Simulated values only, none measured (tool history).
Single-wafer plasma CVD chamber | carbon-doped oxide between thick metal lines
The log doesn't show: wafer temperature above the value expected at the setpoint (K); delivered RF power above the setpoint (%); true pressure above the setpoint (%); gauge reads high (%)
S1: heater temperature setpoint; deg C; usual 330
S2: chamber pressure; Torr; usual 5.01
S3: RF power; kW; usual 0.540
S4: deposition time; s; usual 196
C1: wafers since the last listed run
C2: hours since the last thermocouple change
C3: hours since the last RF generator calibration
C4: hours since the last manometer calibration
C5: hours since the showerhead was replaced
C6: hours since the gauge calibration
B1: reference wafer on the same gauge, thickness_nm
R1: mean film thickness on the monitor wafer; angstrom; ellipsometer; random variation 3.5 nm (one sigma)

| run | hour | S1 | S2 | S3 | S4 | C1 | C2 | C3 | C4 | C5 | C6 | B1 | R1 |
|---|---|---|---|---|---|---|---|---|---|---|---|---|---|
| 1 | 0.0 | 330 | 5.01 | 0.540 | 196 | 0 | 1111.7 | 428.5 | 913.5 | 5162.9 | 413.2 | 1060.799 | 11235.59 |
| 2 | 96.8 | 330 | 5.01 | 0.540 | 196 | 894 | 1208.5 | 525.3 | 1010.3 | 5259.7 | 510.0 | 1059.841 | 11234.58 |
| 3 | 120.4 | 330 | 5.01 | 0.540 | 196 | 218 | 1232.1 | 548.9 | 1033.9 | 5283.3 | 533.6 | 1060.393 | 11189.62 |
| 4 | 137.7 | 336 | 5.45 | 0.540 | 196 | 159 | 1249.4 | 566.2 | 1051.2 | 5300.6 | 550.9 | 1061.402 | 11091.60 |
| 5 | 169.7 | 330 | 5.01 | 0.540 | 196 | 295 | 1281.4 | 598.2 | 1083.2 | 5332.6 | 582.9 | 1061.421 | 11155.81 |
| 6 | 185.2 | 330 | 5.01 | 0.540 | 196 | 143 | 1296.9 | 613.7 | 1098.7 | 5348.1 | 598.4 | 1061.038 | 11163.74 |
| 7 | 220.8 | 330 | 5.01 | 0.540 | 196 | 328 | 1332.5 | 649.3 | 1134.3 | 5383.7 | 634.0 | 1060.526 | 11128.69 |
| 8 | 236.3 | 330 | 5.01 | 0.540 | 196 | 143 | 1348.0 | 664.8 | 1149.8 | 5399.2 | 649.5 | 1059.324 | 11153.48 |
|  | 258.0 | capacitance manometer re-zeroed and calibrated |
| 9 | 290.5 | 330 | 5.01 | 0.540 | 196 | 426 | 1402.2 | 719.0 | 32.5 | 5453.4 | 703.7 | 1059.336 | 11151.87 |
| 10 | 315.6 | 330 | 5.01 | 0.540 | 196 | 231 | 1427.3 | 744.1 | 57.6 | 5478.5 | 728.8 | 1060.334 | 11078.67 |
|  | 326.2 | thermocouple changed; heater temperature recalibrated |
| 11 | 341.2 | 330 | 5.01 | 0.540 | 196 | 162 | 15.0 | 769.7 | 83.2 | 5504.1 | 754.4 | 1059.449 | 11035.36 |
| 12 | 353.2 | 330 | 5.01 | 0.540 | 227 | 110 | 27.0 | 781.7 | 95.2 | 5516.1 | 766.4 | 1059.941 | 12828.93 |
| 13 | 387.9 | 323 | 5.01 | 0.540 | 207 | 320 | 61.7 | 816.4 | 129.9 | 5550.8 | 801.1 | 1059.815 | 11955.17 |
| 14 | 410.7 | 330 | 5.01 | 0.540 | 196 | 210 | 84.5 | 839.2 | 152.7 | 5573.6 | 823.9 | 1060.864 | 11080.75 |

Forecast run 15:
|  | 419.1 | gauge calibrated |
| 15 | 437.6 | 317 | 4.60 | 0.435 | 214 | 248 | 111.4 | 866.1 | 179.6 | 5600.5 | 18.5 | ? | ? |

B1: 1060.256
R1: 10428.98 angstrom
Without the tool's hidden state the same run would have given R1 10929.86 angstrom.

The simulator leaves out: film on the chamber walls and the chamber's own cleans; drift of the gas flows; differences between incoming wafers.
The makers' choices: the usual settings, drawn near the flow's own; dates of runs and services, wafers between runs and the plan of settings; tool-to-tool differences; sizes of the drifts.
